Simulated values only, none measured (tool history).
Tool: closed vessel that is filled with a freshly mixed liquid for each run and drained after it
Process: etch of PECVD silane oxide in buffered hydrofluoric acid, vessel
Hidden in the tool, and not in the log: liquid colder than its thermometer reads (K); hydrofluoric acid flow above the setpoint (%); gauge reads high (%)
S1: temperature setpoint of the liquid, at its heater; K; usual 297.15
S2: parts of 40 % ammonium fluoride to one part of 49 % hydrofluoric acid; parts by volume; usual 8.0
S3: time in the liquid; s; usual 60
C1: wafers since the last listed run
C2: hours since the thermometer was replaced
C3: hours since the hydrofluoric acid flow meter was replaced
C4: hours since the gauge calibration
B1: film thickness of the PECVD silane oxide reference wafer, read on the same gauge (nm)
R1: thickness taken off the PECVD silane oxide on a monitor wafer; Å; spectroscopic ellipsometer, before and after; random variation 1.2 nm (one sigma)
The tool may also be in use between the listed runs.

run	hour	S1	S2	S3	C1	C2	C3	C4	B1	R1
1	0.0	296.15	8.0	45	0	2153.9	1126.2	198.8	120.01	2007.1
2	11.3	296.15	8.0	45	1397	2165.2	1137.5	210.1	120.00	2021.1
3	19.1	296.15	8.0	45	964	2173.0	1145.3	217.9	119.99	2005.3
4	35.1	297.15	8.0	35	1979	2189.0	1161.3	233.9	119.98	1642.6
5	51.6	297.15	8.0	35	2040	2205.5	1177.8	250.4	119.99	1651.8
6	65.2	297.15	8.0	60	1682	2219.1	1191.4	264.0	119.99	2844.8
# hour 74.4: gauge calibrated
7	81.9	297.15	8.0	60	2065	2235.8	1208.1	7.5	119.99	2849.5
# hour 85.0: hydrofluoric acid flow meter replaced
8	90.1	297.15	8.0	60	890	2244.0	5.1	15.7	120.02	2551.8
9	98.0	293.65	8.0	60	977	2251.9	13.0	23.6	119.99	2075.9
10	131.6	297.15	6.5	60	4156	2285.5	46.6	57.2	120.02	3128.5
11	145.6	293.65	8.0	35	1731	2299.5	60.6	71.2	120.00	1221.3
12	153.4	297.15	8.0	60	964	2307.3	68.4	79.0	120.01	2569.4

Run 13 comes next. What will it give?
# hour 157.2: thermometer replaced
13	166.6	297.15	8.0	60	1509	9.4	81.6	92.2	?	?

Run 13 gave B1 119.99, R1 2558.5 Å.
Without the tool's hidden state the same run would have given R1 2519.8 Å.

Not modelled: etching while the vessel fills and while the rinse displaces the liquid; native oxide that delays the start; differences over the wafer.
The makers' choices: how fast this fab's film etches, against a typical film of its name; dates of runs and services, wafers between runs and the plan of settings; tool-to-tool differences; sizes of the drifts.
